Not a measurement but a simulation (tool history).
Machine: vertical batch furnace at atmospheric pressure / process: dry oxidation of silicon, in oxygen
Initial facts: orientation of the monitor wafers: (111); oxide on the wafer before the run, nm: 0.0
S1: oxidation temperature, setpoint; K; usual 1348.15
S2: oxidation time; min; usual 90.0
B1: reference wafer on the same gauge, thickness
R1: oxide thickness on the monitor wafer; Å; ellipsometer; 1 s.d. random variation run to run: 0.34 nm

run,hour,S1,S2,B1,R1
1,0.0,1330.15,90.0,157.95,1344.6
2,42.8,1330.15,90.0,157.90,1349.1
3,98.2,1341.15,90.0,157.96,1439.1
4,124.9,1341.15,90.0,158.19,1435.6
5,173.7,1341.15,90.0,158.03,1436.1
6,232.7,1348.15,90.0,157.98,1495.4
7,275.9,1361.15,78.0,157.92,1494.5
8,332.0,1361.15,78.0,157.98,1488.5
9,358.3,1348.15,90.0,158.09,1502.0
10,421.2,1348.15,90.0,158.02,1497.7
11,450.2,1348.15,90.0,158.02,1496.0
12,476.0,1348.15,90.0,157.98,1497.2
13,534.3,1359.15,90.0,157.96,1598.6
14,574.5,1359.15,90.0,158.05,1600.1
15,618.0,1338.15,54.5,158.10,1028.8
16,672.9,1338.15,54.5,158.02,1026.3
# hour 703.2: boat lift adjusted
17,728.6,1338.15,54.5,157.90,1052.9
18,767.6,1348.15,90.0,158.06,1532.3
# hour 859.6: gauge calibrated
19,930.8,1348.15,121.5,157.98,1833.8
20,977.2,1361.15,78.0,158.07,1536.8
21,1042.3,1366.15,130.5,157.99,2139.2
22,1067.1,1348.15,60.5,158.05,1200.9
23,1107.8,1361.15,90.0,158.01,1672.8
24,1170.3,1368.15,134.5,158.05,2196.1
25,1213.2,1371.15,118.0,158.10,2074.4
26,1259.9,1327.15,51.0,158.13,947.3
27,1299.7,1348.15,90.0,158.10,1536.2
28,1343.3,1348.15,57.0,158.12,1164.4
29,1400.2,1348.15,111.5,158.05,1745.6
30,1427.3,1365.15,68.5,158.07,1454.3
31,1488.5,1357.15,107.5,158.00,1808.0
# hour 1513.5: thermocouples replaced and temperature profile calibrated
32,1557.9,1356.15,124.5,157.95,1902.9
33,1606.9,1348.15,78.5,158.03,1374.4
34,1660.9,1348.15,90.0,157.93,1491.6
35,1701.6,1329.15,114.0,158.03,1545.9
36,1768.6,1348.15,90.0,157.94,1497.0
37,1807.1,1348.15,51.5,158.14,1062.8
38,1857.9,1326.15,90.0,157.97,1316.5
39,1919.0,1332.15,78.0,158.03,1256.7

Measured result minus the same run's result without the hidden state. Both carry the same run-to-run variation, though not necessarily the same gauge scatter:
Hidden conditions of the tool in this case: true tube temperature minus thermocouple reading, K; monitor wafer colder than the profiled boat position, K; gauge reads high (%).
run,R1
1,+8.8
2,+8.9
3,+9.7
4,+9.6
5,+9.4
6,+9.9
7,+10.3
8,+9.9
9,+9.2
10,+8.7
11,+8.6
12,+8.4
13,+8.9
14,+8.5
15,+4.9
16,+4.6
17,+32.7
18,+47.5
19,+56.4
20,+50.7
21,+62.4
22,+40.3
23,+54.8
24,+61.9
25,+55.7
26,+29.8
27,+50.0
28,+39.9
29,+55.7
30,+47.7
31,+60.1
32,+6.4
33,+6.4
34,+8.9
35,+9.9
36,+12.6
37,+10.4
38,+12.6
39,+13.6
